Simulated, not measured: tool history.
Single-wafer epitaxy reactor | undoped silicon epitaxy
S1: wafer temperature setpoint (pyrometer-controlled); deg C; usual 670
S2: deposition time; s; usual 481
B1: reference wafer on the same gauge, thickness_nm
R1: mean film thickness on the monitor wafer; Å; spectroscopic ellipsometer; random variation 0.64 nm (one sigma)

run    hour   S1   S2       B1       R1
  1     0.0  670  481  129.068  1133.02
  2    47.7  670  546  128.840  1275.15
  3   148.1  670  546  128.900  1293.00
  4   235.5  674  526  128.811  1344.08
  5   315.0  670  528  129.160  1261.69
  6   403.3  670  528  128.978  1258.71
  7   492.2  670  528  129.001  1257.82
  8   577.4  670  481  128.966  1147.02
  9   614.2  670  452  128.754  1089.86
 10   685.6  670  452  129.139  1086.33
 11   768.1  670  452  128.906  1081.75
 12   852.1  677  481  129.210  1249.33
 13   891.1  684  427  128.979  1287.57
 14   933.2  676  448  129.207  1168.48
 15   991.2  670  481  129.128  1131.60
 16  1079.8  679  527  128.853  1459.24
 17  1184.6  670  437  129.041  1034.44
 18  1257.3  659  540  129.004  1050.35
 19  1441.1  658  457  128.905   873.47
 20  1516.6  684  430  128.941  1327.50
 21  1572.5  655  550  128.950   993.89
 22  1637.6  670  481  129.007  1143.57
 23  1725.4  656  481  129.078   863.62
 24  1830.3  661  453  129.033   897.59

Taken out of this log: 4 entries between the listed runs. Where each belongs, and how the hidden state differs across it:
Between runs 7 and 8: gauge calibrated (hour 548.6)
  wafer temperature above the value expected at the setpoint (K): 1.82 -> 1.88
  measured less the result without the state, R1: +41.33 -> +38.81 Å
Between runs 11 and 12: pyrometer calibrated (hour 843.8)
  wafer temperature above the value expected at the setpoint (K): 1.96 -> -0.108
  measured less the result without the state, R1: +38.16 -> -2.45 Å
Between runs 18 and 19: gauge calibrated (hour 1409.7)
  wafer temperature above the value expected at the setpoint (K): 1.36 -> 1.62
  measured less the result without the state, R1: +26.37 -> +26.07 Å
Between runs 22 and 23: pyrometer calibrated (hour 1701.8)
  wafer temperature above the value expected at the setpoint (K): 1.77 -> 0.234
  measured less the result without the state, R1: +36.54 -> +3.80 Å

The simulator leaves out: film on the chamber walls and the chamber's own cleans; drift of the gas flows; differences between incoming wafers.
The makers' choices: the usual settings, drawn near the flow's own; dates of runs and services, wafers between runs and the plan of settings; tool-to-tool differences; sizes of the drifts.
